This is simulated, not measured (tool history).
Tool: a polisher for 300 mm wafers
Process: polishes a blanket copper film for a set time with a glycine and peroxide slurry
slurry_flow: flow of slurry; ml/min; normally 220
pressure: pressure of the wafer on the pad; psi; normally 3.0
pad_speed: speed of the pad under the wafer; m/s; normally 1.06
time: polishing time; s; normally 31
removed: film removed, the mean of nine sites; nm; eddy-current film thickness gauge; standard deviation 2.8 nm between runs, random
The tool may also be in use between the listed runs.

run,hour,slurry_flow,pressure,pad_speed,time,"incoming thickness of the incoming film, nm",removed
1,0.0,220,3.0,1.06,31,1864.2,225.8
2,67.1,220,3.0,1.06,31,1904.7,221.0
# hour 97.8: worn pad replaced by a new one
3,108.6,220,3.0,1.06,31,1877.2,219.8
# hour 167.6: slurry nozzle cleaned
4,173.0,220,3.0,1.06,31,1857.2,245.5
5,273.4,220,3.0,1.06,31,1883.1,244.8
6,334.7,220,3.0,1.06,31,1888.4,238.4
7,376.0,220,3.0,1.06,31,1885.0,242.0
8,466.1,260,3.0,1.24,31,1902.7,274.6
# hour 505.2: worn pad replaced by a new one
9,563.8,260,3.0,1.24,31,1892.9,277.1
10,637.6,220,3.0,1.06,38,1884.4,286.3
# hour 662.7: head pressure recalibrated
# hour 706.7: slurry nozzle cleaned
11,739.0,220,3.0,1.06,38,1877.4,270.9
12,777.0,220,3.0,1.06,38,1883.7,276.9
13,827.8,220,3.0,1.06,31,1886.3,225.6
14,878.4,220,3.0,1.06,31,1905.6,227.5
15,957.5,220,3.0,1.06,31,1914.8,219.1
16,1001.4,220,3.0,0.88,20,1908.8,122.0
# hour 1041.3: worn pad replaced by a new one
17,1071.8,250,3.0,1.26,31,1886.0,263.6
18,1175.2,220,4.0,1.06,39,1867.6,365.6
19,1231.9,255,2.1,1.06,31,1886.5,163.8
# hour 1259.7: slurry nozzle cleaned
20,1298.3,220,3.5,0.92,37,1864.4,283.6
21,1381.4,220,3.0,1.06,31,1863.4,237.2
22,1464.4,220,3.0,1.06,31,1907.1,232.3
# hour 1518.9: worn pad replaced by a new one
23,1571.7,220,3.0,1.06,31,1869.7,234.8
24,1614.7,220,3.0,0.74,31,1904.2,171.8
25,1665.0,220,2.6,1.06,31,1865.6,201.2
# hour 1744.1: head pressure recalibrated
# hour 1828.4: slurry nozzle cleaned
26,1921.3,220,3.0,1.26,31,1889.5,264.2
# hour 2007.8: worn pad replaced by a new one
27,2021.9,270,2.2,1.06,31,1903.3,182.1
28,2077.4,220,2.1,1.06,31,1872.0,170.2
29,2178.1,220,3.3,1.06,31,1918.4,249.3
30,2258.5,260,2.5,0.80,35,1899.6,180.3
# hour 2349.8: slurry nozzle cleaned
31,2350.7,285,2.7,1.22,31,1896.6,248.4

Consider 3 possible next runs. They are alternatives, not a sequence: every one starts from the tool as it was left by run 31. What does each give?
A,2351.1,190,3.0,1.06,31,1898.7,?
B,2351.1,220,3.8,1.06,38,1898.7,?
C,2351.1,185,3.0,1.06,31,1898.7,?

run,removed
A,236.2
B,362.3
C,235.4
What these runs would have given with no unlogged condition in the tool:
run,removed
A,220.6
B,337.3
C,219.8

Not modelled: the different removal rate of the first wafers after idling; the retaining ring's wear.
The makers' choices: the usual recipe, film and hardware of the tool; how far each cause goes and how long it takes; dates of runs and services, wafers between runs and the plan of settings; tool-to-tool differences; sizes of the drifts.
